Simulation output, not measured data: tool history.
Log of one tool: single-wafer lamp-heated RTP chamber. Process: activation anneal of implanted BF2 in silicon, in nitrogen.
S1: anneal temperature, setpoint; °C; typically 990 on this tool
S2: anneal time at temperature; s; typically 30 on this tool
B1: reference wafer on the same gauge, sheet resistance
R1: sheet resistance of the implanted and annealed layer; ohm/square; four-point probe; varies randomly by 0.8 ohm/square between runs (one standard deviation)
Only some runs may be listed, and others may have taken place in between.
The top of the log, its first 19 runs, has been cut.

run	hour	S1	S2	B1	R1
20	957.3	975	30	254.77	284.64
21	996.7	990	30	254.50	270.46
22	1044.0	970	16	254.97	303.68
23	1085.6	962	30	255.51	301.86
24	1123.2	979	37	254.95	277.39
25	1191.3	967	37	254.95	290.89
26	1236.7	990	30	255.06	271.47
# hour 1253.9: pyrometer window cleaned and pyrometer calibrated
# hour 1255.1: reflector plate cleaned
27	1263.9	990	36	254.94	268.89
28	1310.0	1011	46	255.37	255.09
29	1434.7	978	13	254.88	297.28
30	1479.1	990	47	254.95	266.54
31	1505.5	978	30	254.88	281.78
32	1538.1	980	30	255.20	281.10
33	1596.5	1019	30	255.01	255.63
34	1625.0	965	40	255.19	288.96
35	1659.0	990	24	255.30	274.77
# hour 1733.9: pyrometer window cleaned and pyrometer calibrated
36	1747.3	974	30	254.99	287.07
# hour 1763.9: reflector plate cleaned
37	1808.1	990	30	255.32	272.51

Alternative continuations, all from the tool just after run 37; predict every row:
A	1808.5	990	45	?	?
B	1808.5	1002	23	?	?
C	1808.5	982	41	?	?

run	B1	R1
A	254.97	266.56
B	254.97	267.43
C	254.97	273.26
Had the tool no hidden state, the same runs would have come out as:
run	R1
A	266.56
B	267.43
C	273.26
